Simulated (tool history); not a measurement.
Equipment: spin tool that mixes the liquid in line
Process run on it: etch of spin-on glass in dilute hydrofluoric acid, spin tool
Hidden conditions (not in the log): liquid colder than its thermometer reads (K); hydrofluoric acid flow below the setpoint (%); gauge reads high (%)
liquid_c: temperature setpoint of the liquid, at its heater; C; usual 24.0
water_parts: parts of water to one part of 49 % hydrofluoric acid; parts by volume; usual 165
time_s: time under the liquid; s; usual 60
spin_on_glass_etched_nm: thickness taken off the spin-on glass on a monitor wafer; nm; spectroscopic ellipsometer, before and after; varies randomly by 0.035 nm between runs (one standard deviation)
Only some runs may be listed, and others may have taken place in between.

run   hour  liquid_c  water_parts  time_s  wafers since the last listed run  hours since the thermometer was replaced  hours since the hydrofluoric acid flow meter was replaced  hours since the gauge calibration  read-back film thickness of the spin-on glass reference wafer, read on the same gauge (nm)  spin_on_glass_etched_nm
  1    0.0      24.0          165      35                                 0                                    1800.4                                                     1969.9                              211.5                                                                                       70.75                     6.45
      29.5  -- gauge calibrated
  2   33.3      24.0          165      35                               338                                    1833.7                                                     2003.2                                3.8                                                                                       70.01                     6.38
  3   49.0      26.5          165      60                               159                                    1849.4                                                     2018.9                               19.5                                                                                       70.15                    12.10
  4   62.9      24.0          165      60                               141                                    1863.3                                                     2032.8                               33.4                                                                                       70.23                    11.02
  5   81.0      24.0          165      60                               184                                    1881.4                                                     2050.9                               51.5                                                                                       70.33                    11.01
  6  109.5      24.0          165      60                               289                                    1909.9                                                     2079.4                               80.0                                                                                       70.51                    11.09
  7  123.9      24.0          165      60                               146                                    1924.3                                                     2093.8                               94.4                                                                                       70.52                    11.03
  8  158.6      24.0          165      60                               352                                    1959.0                                                     2128.5                              129.1                                                                                       70.60                    11.07
  9  177.9      24.0          165      60                               196                                    1978.3                                                     2147.8                              148.4                                                                                       70.67                    11.09
 10  201.6      24.0          165      60                               241                                    2002.0                                                     2171.5                              172.1                                                                                       70.68                    11.07
     205.6  -- hydrofluoric acid flow meter replaced
 11  231.9      24.0          165      90                               297                                    2032.3                                                       26.3                              202.4                                                                                       70.72                    16.68

What will run 12 give?
 12  254.5      27.5          105      90                               229                                    2054.9                                                       48.9                              225.0                                                                                           ?                        ?

{"run 12": {"read-back film thickness of the spin-on glass reference wafer, read on the same gauge (nm)": 70.72, "spin_on_glass_etched_nm": 32.03}}
Had the tool carried no hidden state, the very same run would have given spin_on_glass_etched_nm 31.70 nm.

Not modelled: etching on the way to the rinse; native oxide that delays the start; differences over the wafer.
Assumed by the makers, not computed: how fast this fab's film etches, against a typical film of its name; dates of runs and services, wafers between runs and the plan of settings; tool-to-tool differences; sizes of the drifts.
